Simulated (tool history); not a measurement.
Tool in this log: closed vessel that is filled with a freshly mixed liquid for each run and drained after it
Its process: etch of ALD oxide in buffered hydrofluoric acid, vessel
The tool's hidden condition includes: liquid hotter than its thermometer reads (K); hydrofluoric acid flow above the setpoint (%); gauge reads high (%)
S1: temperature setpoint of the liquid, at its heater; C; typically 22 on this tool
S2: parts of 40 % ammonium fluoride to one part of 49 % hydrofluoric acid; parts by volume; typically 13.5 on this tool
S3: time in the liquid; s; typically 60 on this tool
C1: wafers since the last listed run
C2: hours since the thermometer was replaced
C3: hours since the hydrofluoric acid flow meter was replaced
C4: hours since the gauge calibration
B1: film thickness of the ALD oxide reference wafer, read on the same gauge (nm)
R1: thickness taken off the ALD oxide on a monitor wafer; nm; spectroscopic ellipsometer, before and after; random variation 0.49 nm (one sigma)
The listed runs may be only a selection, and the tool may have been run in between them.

run	hour	S1	S2	S3	C1	C2	C3	C4	B1	R1
1	0	20.5	13.5	60	0	1931.7	547.7	139.7	149.99	146.01
2	7.3	20.5	13.5	80	843	1939	555	147	150.01	195.94
3	14.9	20.5	13.5	80	878	1946.6	562.6	154.6	150.01	195.87
4	25.4	22	10	75	1213	1957.1	573.1	165.1	150.02	268.12
5	34.4	22	10	75	1040	1966.1	582.1	174.1	150.01	267.72
6	48.9	22	13.5	60	1675	1980.6	596.6	188.6	150	160.26
7	61.8	22	13.5	60	1490	1993.5	609.5	201.5	150	160.41
8	83.9	22	13.5	60	2553	2015.6	631.6	223.6	150	160.24
9	95.7	22	13.5	60	1363	2027.4	643.4	235.4	149.99	160.35
10	105.2	22	13.5	60	1097	2036.9	652.9	244.9	150.01	159.85
# hour 116.4: thermometer replaced
11	123.1	22	13.5	60	1952	6.7	670.8	262.8	150.01	171.44
12	130.6	22	15	60	866	14.2	678.3	270.3	150.01	154.35
13	139.8	24	15	60	1063	23.4	687.5	279.5	150.01	171.32
# hour 155.2: hydrofluoric acid flow meter replaced
# hour 161.6: thermometer replaced, repeated, since the last time left the tool worse
# hour 174: gauge calibrated
14	175.1	22	13.5	60	3848	13.5	19.9	1.1	149.99	144.18
15	185.5	22	8.5	40	1201	23.9	30.3	11.5	149.99	147.35
16	194.4	22	13.5	60	1028	32.8	39.2	20.4	150	144.6
17	206.3	26.5	13.5	60	1375	44.7	51.1	32.3	149.98	183.77
18	213.5	22	13.5	60	832	51.9	58.3	39.5	150	144.04
19	223.8	24	13.5	40	1190	62.2	68.6	49.8	150	107.27
20	231.7	22	13.5	60	912	70.1	76.5	57.7	149.99	145.93
21	241.4	17.5	13.5	50	1120	79.8	86.2	67.4	150.01	93.62
22	262.8	20.5	13.5	80	2472	101.2	107.6	88.8	150.01	178.31
23	276.1	18.5	10.5	30	1536	114.5	120.9	102.1	149.99	76.35

Here are 5 independent what-if runs from the current tool condition. What would each one return?
A	276.8	22	13.5	60	80	115.2	121.6	102.8	?	?
B	276.8	24.5	18.5	80	80	115.2	121.6	102.8	?	?
C	276.8	18.5	18	85	80	115.2	121.6	102.8	?	?
D	276.8	23.5	13.5	35	80	115.2	121.6	102.8	?	?
E	276.8	22	13.5	70	80	115.2	121.6	102.8	?	?

run	B1	R1
A	150.01	144.88
B	150.01	162.51
C	150.01	127.14
D	150.01	91.77
E	150.01	169.02
Had the tool no hidden state, the same runs would have come out as:
run	R1
A	143.28
B	160.75
C	125.71
D	90.77
E	167.16
